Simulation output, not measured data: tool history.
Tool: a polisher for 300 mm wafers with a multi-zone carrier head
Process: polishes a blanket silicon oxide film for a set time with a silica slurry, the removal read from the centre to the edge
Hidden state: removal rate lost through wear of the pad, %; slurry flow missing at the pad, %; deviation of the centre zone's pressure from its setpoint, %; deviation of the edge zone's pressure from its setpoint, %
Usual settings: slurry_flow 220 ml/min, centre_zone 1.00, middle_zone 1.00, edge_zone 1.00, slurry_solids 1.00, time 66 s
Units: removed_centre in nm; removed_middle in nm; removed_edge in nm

run    hour  slurry_flow  centre_zone  middle_zone  edge_zone  slurry_solids  time  wafers since the last listed run  wafers polished on this pad  hours since the slurry nozzle was cleaned  hours since the centre zone pressure was calibrated  hours since the edge zone pressure was calibrated  hours since the carrier head's membrane was replaced  incoming thickness of the incoming film, nm  removed_centre  removed_middle  removed_edge
  1     0.0          255         1.00         1.00       0.91           0.90    66                                 0                          561                                      535.1                                                 72.4                                              592.3                                                 540.4                                        989.6           204.5           198.2         198.3
  2    45.5          220         1.09         1.00       1.00           1.00    66                               603                         1165                                      580.6                                                117.9                                              637.8                                                 585.9                                       1008.6           235.1           206.9         219.4
  3   102.8          220         1.10         1.00       1.00           1.00    66                               760                         1925                                      637.9                                                175.2                                              695.1                                                 643.2                                        987.0           234.9           207.1         219.5
      111.5  -- edge zone pressure recalibrated
  4   186.8          220         1.00         1.07       1.00           1.00    82                              1087                         3013                                      721.9                                                259.2                                               75.3                                                 727.2                                        993.6           261.0           270.2         263.4
      204.5  -- slurry nozzle cleaned
  5   276.4          220         1.00         1.00       1.03           1.00    66                              1175                         4188                                       71.9                                                348.8                                              164.9                                                 816.8                                        996.4           205.8           201.3         213.9
  6   367.6          290         1.00         0.89       1.07           1.00    80                              1210                         5398                                      163.1                                                440.0                                              256.1                                                 908.0                                       1007.2           254.1           224.5         262.4
      381.1  -- carrier head's membrane replaced by a new one
  7   469.0          180         0.97         0.88       1.00           1.00    78                              1279                         6678                                      264.5                                                541.4                                              357.5                                                  87.9                                        993.6           223.3           202.4         235.3
  8   519.5          220         1.00         1.00       1.00           1.00    74                               670                         7348                                      315.0                                                591.9                                              408.0                                                 138.4                                       1006.6           220.0           212.3         222.9
  9   618.4          285         1.07         1.10       0.97           1.00    66                              1312                         8660                                      413.9                                                690.8                                              506.9                                                 237.3                                        979.1           209.1           204.0         198.6
 10   673.7          255         1.00         1.09       1.00           0.90    60                               733                         9393                                      469.2                                                746.1                                              562.2                                                 292.6                                        999.5           164.3           170.6         165.9
      686.3  -- centre zone pressure recalibrated
      738.8  -- worn pad replaced by a new one
 11   774.5          220         1.00         1.00       0.92           1.00    66                              1257                          474                                      570.0                                                 88.2                                              663.0                                                 393.4                                        993.0           213.7           216.9         212.8
      924.9  -- slurry nozzle cleaned
 12   948.8          220         1.00         0.97       1.00           1.00    79                              2299                         2773                                       23.9                                                262.5                                              837.3                                                 567.7                                       1002.0           252.5           238.6         257.4
      978.4  -- edge zone pressure recalibrated
 13  1002.5          190         1.00         1.00       1.00           1.20    66                               685                         3459                                       77.6                                                316.2                                               24.1                                                 621.4                                       1001.1           228.6           223.6         230.4
 14  1074.4          220         1.00         1.00       1.09           1.00    66                               953                         4413                                      149.5                                                388.1                                               96.0                                                 693.3                                       1005.4           205.1           199.2         216.3
 15  1117.9          220         1.00         0.91       0.91           1.15    66                               577                         4990                                      193.0                                                431.6                                              139.5                                                 736.8                                        997.5           221.1           198.9         214.1
 16  1187.9          220         1.00         1.00       1.00           1.00    66                               928                         5919                                      263.0                                                501.6                                              209.5                                                 806.8                                       1004.2           198.0           196.2         206.4
 17  1225.9          220         0.95         1.04       1.00           1.00    66                               504                         6423                                      301.0                                                539.6                                              247.5                                                 844.8                                        977.2           190.0           199.3         202.3
 18  1332.5          220         1.00         0.96       0.89           1.00    66                              1414                         7837                                      407.6                                                646.2                                              354.1                                                 951.4                                       1006.3           199.4           182.8         187.6
     1375.1  -- carrier head's membrane replaced by a new one
 19  1389.0          220         1.00         1.00       1.00           1.00    66                               683                         8521                                      464.1                                                702.7                                              410.6                                                  13.9                                        999.3           191.0           189.3         198.7
 20  1428.4          220         1.00         1.00       1.00           1.00    66                               522                         9043                                      503.5                                                742.1                                              450.0                                                  53.3                                        989.1           192.9           187.8         195.4
     1437.6  -- worn pad replaced by a new one
     1464.0  -- centre zone pressure recalibrated
 21  1522.1          220         1.00         1.10       0.92           1.10    66                              1163                         1094                                      597.2                                                 58.1                                              543.7                                                 147.0                                        986.4           224.1           231.5         218.7

What the log doesn't show, run by run:
slurry flow missing at the pad, %: 0 in every run
deviation of the centre zone's pressure from its setpoint, %: 0 in every run
deviation of the edge zone's pressure from its setpoint, %: 0 in every run
H1: removal rate lost through wear of the pad, %
run    H1
  1  2.05
  2  2.87
  3  3.91
  4  5.42
  5  7.04
  6  8.68
  7  10.5
  8  11.4
  9  13.2
 10  14.2
 11  1.71
 12  4.85
 13  5.82
 14  7.12
 15  7.91
 16  9.17
 17  9.85
 18  11.8
 19  12.8
 20  13.5
 21  4.64

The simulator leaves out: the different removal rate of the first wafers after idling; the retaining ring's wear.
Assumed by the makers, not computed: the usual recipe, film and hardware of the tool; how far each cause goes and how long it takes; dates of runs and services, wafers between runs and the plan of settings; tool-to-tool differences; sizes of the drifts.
